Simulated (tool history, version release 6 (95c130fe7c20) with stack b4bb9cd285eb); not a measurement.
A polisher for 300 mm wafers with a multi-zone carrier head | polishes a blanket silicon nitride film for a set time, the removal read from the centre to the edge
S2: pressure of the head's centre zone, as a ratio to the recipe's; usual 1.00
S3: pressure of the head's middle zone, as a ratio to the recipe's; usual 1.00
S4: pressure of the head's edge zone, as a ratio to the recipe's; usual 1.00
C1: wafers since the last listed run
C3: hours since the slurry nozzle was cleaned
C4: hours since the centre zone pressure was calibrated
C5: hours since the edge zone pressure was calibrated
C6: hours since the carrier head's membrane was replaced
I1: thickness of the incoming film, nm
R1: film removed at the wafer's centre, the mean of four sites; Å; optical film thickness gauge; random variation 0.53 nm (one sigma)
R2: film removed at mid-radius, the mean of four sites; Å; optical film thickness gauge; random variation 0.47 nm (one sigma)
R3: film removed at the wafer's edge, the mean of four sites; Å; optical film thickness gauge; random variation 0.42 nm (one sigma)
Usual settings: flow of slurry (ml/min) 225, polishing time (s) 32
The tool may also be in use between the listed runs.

run 1 day=0.000 | flow_of_slurry_(ml/min)=255 S2=1.00 S3=1.00 S4=1.00 polishing_time_(s)=32 | C1=0 wafers_polished_on_this_pad=6457 C3=59.3 C4=792.9 C5=197.6 C6=1108.3 | I1=918.8 | R1=424 R2=435 R3=454
run 2 day=2.600 | flow_of_slurry_(ml/min)=225 S2=1.00 S3=1.00 S4=1.06 polishing_time_(s)=32 | C1=1005 wafers_polished_on_this_pad=7463 C3=121.7 C4=855.3 C5=260.0 C6=1170.7 | I1=910.0 | R1=410 R2=433 R3=460
-- day=4.646 worn pad replaced by a new one
-- day=5.488 centre zone pressure recalibrated
run 3 day=6.050 | flow_of_slurry_(ml/min)=225 S2=1.00 S3=1.00 S4=0.94 polishing_time_(s)=32 | C1=1237 wafers_polished_on_this_pad=511 C3=204.5 C4=13.5 C5=342.8 C6=1253.5 | I1=916.7 | R1=396 R2=446 R3=443
run 4 day=8.850 | flow_of_slurry_(ml/min)=150 S2=0.95 S3=1.00 S4=1.00 polishing_time_(s)=32 | C1=1082 wafers_polished_on_this_pad=1594 C3=271.7 C4=80.7 C5=410.0 C6=1320.7 | I1=919.7 | R1=368 R2=421 R3=440
run 5 day=13.217 | flow_of_slurry_(ml/min)=225 S2=1.00 S3=1.00 S4=1.00 polishing_time_(s)=32 | C1=1688 wafers_polished_on_this_pad=3282 C3=376.5 C4=185.5 C5=514.8 C6=1425.5 | I1=919.1 | R1=393 R2=433 R3=446
-- day=14.542 carrier head's membrane replaced by a new one
run 6 day=15.433 | flow_of_slurry_(ml/min)=225 S2=0.92 S3=0.91 S4=1.00 polishing_time_(s)=32 | C1=776 wafers_polished_on_this_pad=4059 C3=429.7 C4=238.7 C5=568.0 C6=21.4 | I1=929.4 | R1=375 R2=419 R3=450
run 7 day=18.012 | flow_of_slurry_(ml/min)=225 S2=0.88 S3=1.09 S4=1.00 polishing_time_(s)=27 | C1=997 wafers_polished_on_this_pad=5057 C3=491.6 C4=300.6 C5=629.9 C6=83.3 | I1=938.6 | R1=302 R2=382 R3=374
run 8 day=22.475 | flow_of_slurry_(ml/min)=180 S2=1.00 S3=1.00 S4=1.05 polishing_time_(s)=32 | C1=1725 wafers_polished_on_this_pad=6783 C3=598.7 C4=407.7 C5=737.0 C6=190.4 | I1=921.9 | R1=380 R2=436 R3=455
-- day=25.208 worn pad replaced by a new one
-- day=25.329 centre zone pressure recalibrated, repeated, since the last time left the tool worse
run 9 day=25.517 | flow_of_slurry_(ml/min)=155 S2=1.00 S3=0.93 S4=1.00 polishing_time_(s)=32 | C1=1079 wafers_polished_on_this_pad=86 C3=671.7 C4=4.5 C5=810.0 C6=263.4 | I1=918.3 | R1=413 R2=403 R3=432
run 10 day=28.842 | flow_of_slurry_(ml/min)=225 S2=1.00 S3=1.00 S4=1.08 polishing_time_(s)=32 | C1=1285 wafers_polished_on_this_pad=1372 C3=751.5 C4=84.3 C5=889.8 C6=343.2 | I1=936.2 | R1=434 R2=436 R3=467
run 11 day=32.350 | flow_of_slurry_(ml/min)=225 S2=1.06 S3=1.00 S4=1.06 polishing_time_(s)=32 | C1=1356 wafers_polished_on_this_pad=2729 C3=835.7 C4=168.5 C5=974.0 C6=427.4 | I1=931.0 | R1=442 R2=434 R3=459
-- day=32.708 slurry nozzle cleaned
run 12 day=35.558 | flow_of_slurry_(ml/min)=170 S2=1.00 S3=0.96 S4=1.04 polishing_time_(s)=41 | C1=1224 wafers_polished_on_this_pad=3954 C3=68.4 C4=245.5 C5=1051.0 C6=504.4 | I1=925.0 | R1=530 R2=540 R3=576
run 13 day=37.675 | flow_of_slurry_(ml/min)=225 S2=1.00 S3=1.00 S4=1.00 polishing_time_(s)=40 | C1=818 wafers_polished_on_this_pad=4772 C3=119.2 C4=296.3 C5=1101.8 C6=555.2 | I1=906.2 | R1=520 R2=537 R3=562
-- day=39.921 edge zone pressure recalibrated
run 14 day=41.425 | flow_of_slurry_(ml/min)=270 S2=1.00 S3=1.00 S4=1.00 polishing_time_(s)=29 | C1=1418 wafers_polished_on_this_pad=6190 C3=209.2 C4=386.3 C5=36.1 C6=645.2 | I1=925.9 | R1=379 R2=399 R3=409
run 15 day=44.075 | flow_of_slurry_(ml/min)=225 S2=1.00 S3=1.00 S4=1.00 polishing_time_(s)=25 | C1=1024 wafers_polished_on_this_pad=7215 C3=272.8 C4=449.9 C5=99.7 C6=708.8 | I1=913.0 | R1=326 R2=339 R3=352
run 16 day=46.875 | flow_of_slurry_(ml/min)=225 S2=1.00 S3=1.08 S4=1.04 polishing_time_(s)=32 | C1=1082 wafers_polished_on_this_pad=8298 C3=340.0 C4=517.1 C5=166.9 C6=776.0 | I1=925.6 | R1=417 R2=454 R3=461
-- day=47.608 worn pad replaced by a new one
run 17 day=48.817 | flow_of_slurry_(ml/min)=245 S2=1.05 S3=0.94 S4=0.96 polishing_time_(s)=32 | C1=686 wafers_polished_on_this_pad=467 C3=386.6 C4=563.7 C5=213.5 C6=822.6 | I1=903.2 | R1=439 R2=422 R3=442
run 18 day=51.546 | flow_of_slurry_(ml/min)=185 S2=0.95 S3=1.00 S4=1.00 polishing_time_(s)=27 | C1=1055 wafers_polished_on_this_pad=1522 C3=452.1 C4=629.2 C5=279.0 C6=888.1 | I1=905.0 | R1=330 R2=364 R3=373
-- day=54.729 centre zone pressure recalibrated
run 19 day=54.842 | flow_of_slurry_(ml/min)=225 S2=1.00 S3=1.00 S4=1.00 polishing_time_(s)=32 | C1=1242 wafers_polished_on_this_pad=2765 C3=531.2 C4=2.7 C5=358.1 C6=967.2 | I1=931.0 | R1=429 R2=431 R3=448
run 20 day=57.396 | flow_of_slurry_(ml/min)=225 S2=1.00 S3=1.00 S4=1.05 polishing_time_(s)=25 | C1=987 wafers_polished_on_this_pad=3752 C3=592.5 C4=64.0 C5=419.4 C6=1028.5 | I1=913.2 | R1=330 R2=336 R3=362
run 21 day=60.004 | flow_of_slurry_(ml/min)=225 S2=1.00 S3=1.00 S4=1.00 polishing_time_(s)=25 | C1=1008 wafers_polished_on_this_pad=4761 C3=655.1 C4=126.6 C5=482.0 C6=1091.1 | I1=907.9 | R1=329 R2=340 R3=350

The tool's hidden state at each run:
removal rate lost through wear of the pad, %: 0 in every run
slurry flow missing at the pad, %: 0 in every run
deviation of the edge zone's pressure from its setpoint, %: 0 in every run
H1: deviation of the centre zone's pressure from its setpoint, %
run=1 H1=-6.29
run=2 H1=-6.35
run=3 H1=-11
run=4 H1=-12.2
run=5 H1=-13.6
run=6 H1=-14.2
run=7 H1=-14.7
run=8 H1=-15.3
run=9 H1=-0.576
run=10 H1=-2.04
run=11 H1=-3.19
run=12 H1=-3.97
run=13 H1=-4.38
run=14 H1=-4.94
run=15 H1=-5.24
run=16 H1=-5.49
run=17 H1=-5.63
run=18 H1=-5.79
run=19 H1=-0.823
run=20 H1=-1.99
run=21 H1=-2.94

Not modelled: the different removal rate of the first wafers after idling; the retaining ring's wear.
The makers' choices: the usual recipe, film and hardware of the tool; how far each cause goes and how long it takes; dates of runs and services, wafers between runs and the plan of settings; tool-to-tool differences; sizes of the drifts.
